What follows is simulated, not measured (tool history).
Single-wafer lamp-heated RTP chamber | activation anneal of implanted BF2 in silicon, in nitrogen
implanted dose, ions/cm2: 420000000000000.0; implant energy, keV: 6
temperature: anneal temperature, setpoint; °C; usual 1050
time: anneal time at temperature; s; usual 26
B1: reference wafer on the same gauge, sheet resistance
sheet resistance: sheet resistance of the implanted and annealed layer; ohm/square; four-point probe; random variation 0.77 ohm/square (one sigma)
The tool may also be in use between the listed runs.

run 1 hour=0 | temperature=1050 time=37 | B1=248.07 | sheet_resistance=285.48
run 2 hour=60.9 | temperature=1050 time=37 | B1=247.94 | sheet_resistance=284.66
-- hour=302.6 pyrometer window cleaned and pyrometer calibrated
run 3 hour=364.2 | temperature=1050 time=37 | B1=248.19 | sheet_resistance=282.47
run 4 hour=468.9 | temperature=1065 time=26 | B1=248.2 | sheet_resistance=284.41
-- hour=532 reflector plate cleaned
run 5 hour=568.1 | temperature=1065 time=26 | B1=247.98 | sheet_resistance=286.93
run 6 hour=741.7 | temperature=1060 time=26 | B1=247.9 | sheet_resistance=288.89
run 7 hour=817.7 | temperature=1060 time=26 | B1=247.99 | sheet_resistance=289.89
run 8 hour=865.2 | temperature=1050 time=26 | B1=247.62 | sheet_resistance=299.68
-- hour=955.5 pyrometer window cleaned and pyrometer calibrated
run 9 hour=956 | temperature=1050 time=26 | B1=248.09 | sheet_resistance=298.81
run 10 hour=1001.3 | temperature=1050 time=26 | B1=247.92 | sheet_resistance=298.77
-- hour=1048.8 gauge calibrated
run 11 hour=1102.1 | temperature=1050 time=38 | B1=247.88 | sheet_resistance=283.48
run 12 hour=1160.5 | temperature=1050 time=38 | B1=248.19 | sheet_resistance=284.72
run 13 hour=1244.5 | temperature=1036 time=26 | B1=247.98 | sheet_resistance=317.66
run 14 hour=1322.9 | temperature=1036 time=26 | B1=247.94 | sheet_resistance=317.85
run 15 hour=1389.9 | temperature=1036 time=26 | B1=247.9 | sheet_resistance=317.94
run 16 hour=1490.7 | temperature=1058 time=37 | B1=247.93 | sheet_resistance=278.75
-- hour=1531.7 pyrometer window cleaned and pyrometer calibrated
run 17 hour=1559.8 | temperature=1050 time=26 | B1=247.97 | sheet_resistance=297.45
run 18 hour=1606.2 | temperature=1050 time=19 | B1=247.78 | sheet_resistance=312.18
run 19 hour=1669.6 | temperature=1021 time=14 | B1=248.29 | sheet_resistance=364.76
-- hour=1706.8 reflector plate cleaned
run 20 hour=1722.3 | temperature=1071 time=26 | B1=247.89 | sheet_resistance=283.18
run 21 hour=1796.3 | temperature=1050 time=17 | B1=248.04 | sheet_resistance=320.09
run 22 hour=1846.3 | temperature=1050 time=26 | B1=248.23 | sheet_resistance=301.01
run 23 hour=1903.4 | temperature=1050 time=26 | B1=247.98 | sheet_resistance=301.63
run 24 hour=1995.6 | temperature=1060 time=26 | B1=248.06 | sheet_resistance=289.88
run 25 hour=2095.1 | temperature=1050 time=26 | B1=248.01 | sheet_resistance=299.2
-- hour=2156 pyrometer window cleaned and pyrometer calibrated
run 26 hour=2173.5 | temperature=1031 time=26 | B1=248 | sheet_resistance=327.73
run 27 hour=2226.4 | temperature=1070 time=26 | B1=247.9 | sheet_resistance=282.43
run 28 hour=2292.7 | temperature=1030 time=39 | B1=248.05 | sheet_resistance=312.09
run 29 hour=2377.5 | temperature=1050 time=26 | B1=247.96 | sheet_resistance=298.15
run 30 hour=2449 | temperature=1050 time=26 | B1=248.13 | sheet_resistance=297.87
run 31 hour=2523.3 | temperature=1065 time=39 | B1=247.94 | sheet_resistance=273.06
run 32 hour=2610.8 | temperature=1050 time=26 | B1=247.76 | sheet_resistance=297.74
-- hour=2698.4 reflector plate cleaned
run 33 hour=2698.9 | temperature=1062 time=26 | B1=247.83 | sheet_resistance=290.4
run 34 hour=2735.3 | temperature=1064 time=31 | B1=248.26 | sheet_resistance=282.72
run 35 hour=2799.3 | temperature=1042 time=38 | B1=247.96 | sheet_resistance=295.91

5 ways to go on from here, each from the tool as it stands after run 35. What would each give?
run A hour=2799.7 | temperature=1050 time=26 | B1=? | sheet_resistance=?
run B hour=2799.7 | temperature=1078 time=31 | B1=? | sheet_resistance=?
run C hour=2799.7 | temperature=1040 time=18 | B1=? | sheet_resistance=?
run D hour=2799.7 | temperature=1042 time=26 | B1=? | sheet_resistance=?
run E hour=2799.7 | temperature=1024 time=34 | B1=? | sheet_resistance=?

run=A B1=247.72 sheet_resistance=303.18
run=B B1=247.72 sheet_resistance=277.11
run=C B1=247.72 sheet_resistance=334.3
run=D B1=247.72 sheet_resistance=314.39
run=E B1=247.72 sheet_resistance=333.08
Without the tool's hidden state the same runs would have given:
run=A sheet_resistance=304.54
run=B sheet_resistance=277.44
run=C sheet_resistance=335.81
run=D sheet_resistance=316.03
run=E sheet_resistance=334.86

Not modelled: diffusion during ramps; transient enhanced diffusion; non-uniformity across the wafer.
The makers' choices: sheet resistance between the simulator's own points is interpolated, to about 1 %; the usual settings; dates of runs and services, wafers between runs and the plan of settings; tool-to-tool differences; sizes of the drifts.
